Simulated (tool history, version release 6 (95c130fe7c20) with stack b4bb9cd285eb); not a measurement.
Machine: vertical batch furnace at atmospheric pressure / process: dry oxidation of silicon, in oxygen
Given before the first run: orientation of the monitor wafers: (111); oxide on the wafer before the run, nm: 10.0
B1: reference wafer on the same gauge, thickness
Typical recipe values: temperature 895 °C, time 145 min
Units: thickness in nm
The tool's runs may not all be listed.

Run 1, hour 0: usual settings; B1 47.2. Result: thickness 53.96 nm.
Run 2, hour 17.9: usual settings; B1 47.18. Result: thickness 54.28 nm.
Run 3, hour 26.3: usual settings; B1 47.16. Result: thickness 54.4 nm.
Run 4, hour 48.8: usual settings; B1 47.2. Result: thickness 54.07 nm.
Run 5, hour 70.2: usual settings but time 112 min; B1 47.19. Result: thickness 45.85 nm.
Run 6, hour 109: usual settings; B1 47.19. Result: thickness 54.11 nm.
Run 7, hour 124.4: usual settings; B1 47.2. Result: thickness 54.23 nm.
Run 8, hour 148.2: usual settings; B1 47.19. Result: thickness 54.2 nm.
Run 9, hour 165.3: usual settings; B1 47.24. Result: thickness 54.07 nm.
Run 10, hour 177.8: usual settings; B1 47.19. Result: thickness 53.65 nm.
Run 11, hour 201: usual settings; B1 47.2. Result: thickness 54.29 nm.
Run 12, hour 221.1: usual settings; B1 47.19. Result: thickness 54.65 nm.
Run 13, hour 240.6: usual settings; B1 47.19. Result: thickness 53.93 nm.
Run 14, hour 255.9: usual settings; B1 47.21. Result: thickness 54.48 nm.
Run 15, hour 265.4: usual settings but temperature 885 °C; B1 47.19. Result: thickness 49.38 nm.
Run 16, hour 277.7: usual settings; B1 47.23. Result: thickness 54.23 nm.
At hour 314: boat lift adjusted.
Run 17, hour 314.5: usual settings but temperature 906 °C, time 87.5 min; B1 47.19. Result: thickness 43.77 nm.
Run 18, hour 320.2: usual settings; B1 47.19. Result: thickness 54.35 nm.
Run 19, hour 332.8: usual settings; B1 47.16. Result: thickness 54.33 nm.
Run 20, hour 354.9: usual settings but temperature 903 °C, time 174 min; B1 47.21. Result: thickness 65.38 nm.
Run 21, hour 377: usual settings; B1 47.22. Result: thickness 54.58 nm.
At hour 384.9: gauge calibrated.
Run 22, hour 394.3: usual settings; B1 47.2. Result: thickness 54.18 nm.
Run 23, hour 417.5: usual settings but temperature 904 °C, time 164.5 min; B1 47.17. Result: thickness 64.1 nm.
Run 24, hour 434.6: usual settings but temperature 878 °C, time 78 min; B1 47.19. Result: thickness 32.06 nm.
Run 25, hour 444.3: usual settings but temperature 917 °C; B1 47.18. Result: thickness 66.72 nm.
Run 26, hour 458.1: usual settings; B1 47.23. Result: thickness 53.91 nm.
Run 27, hour 528.6: usual settings but temperature 902 °C, time 97.5 min; B1 47.2. Result: thickness 45.27 nm.
Run 28, hour 551.6: usual settings; B1 47.21. Result: thickness 54.42 nm.
Run 29, hour 571.8: usual settings but temperature 874 °C, time 175 min; B1 47.19. Result: thickness 49.87 nm.
At hour 598.4: thermocouples replaced and temperature profile calibrated.
Run 30, hour 598.9: usual settings; B1 47.22. Result: thickness 51.96 nm.
Run 31, hour 655.8: usual settings but temperature 909 °C, time 199 min; B1 47.19. Result: thickness 72.94 nm.
Run 32, hour 674: usual settings but temperature 878 °C, time 83.5 min; B1 47.22. Result: thickness 32.05 nm.
Run 33, hour 712.6: usual settings but temperature 911 °C, time 208.5 min; B1 47.25. Result: thickness 76.77 nm.
Run 34, hour 734.2: usual settings but temperature 907 °C; B1 47.16. Result: thickness 58.59 nm.
Run 35, hour 746.5: usual settings but temperature 883 °C; B1 47.23. Result: thickness 46.94 nm.
Run 36, hour 762.8: usual settings but time 181.5 min; B1 47.18. Result: thickness 60.36 nm.
Run 37, hour 775.8: usual settings but temperature 887 °C, time 81 min; B1 47.22. Result: thickness 34.35 nm.
Run 38, hour 787.5: usual settings but temperature 885 °C, time 77.5 min; B1 47.19. Result: thickness 32.84 nm.
Run 39, hour 855.3: usual settings but time 164.5 min; B1 47.22. Result: thickness 57.48 nm.

Some steps in thickness between neighbouring runs. How much of each would the tool show without its hidden state too (settings, what came in, random variation), and how much is left for the hidden state, with any gauge scatter that isn't in both results?
The hidden state here: true tube temperature minus thermocouple reading, K; monitor wafer colder than the profiled boat position, K; gauge reads high (%).
Run 23 -> 24: temperature 904 -> 878, time 164.5 -> 78. thickness -32.04 nm: hidden state -1.69, all else -30.35.
Run 24 -> 25: temperature 878 -> 917, time 78 -> 145. thickness +34.66 nm: hidden state +1.71, all else +32.95.
Run 29 -> 30: temperature 874 -> 895, time 175 -> 145, thermocouples replaced and temperature profile calibrated. thickness +2.09 nm: hidden state -2.22, all else +4.31.
Run 31 -> 32: temperature 909 -> 878, time 199 -> 83.5. thickness -40.89 nm: hidden state -0.32, all else -40.57.
Run 32 -> 33: temperature 878 -> 911, time 83.5 -> 208.5. thickness +44.72 nm: hidden state +0.63, all else +44.09.
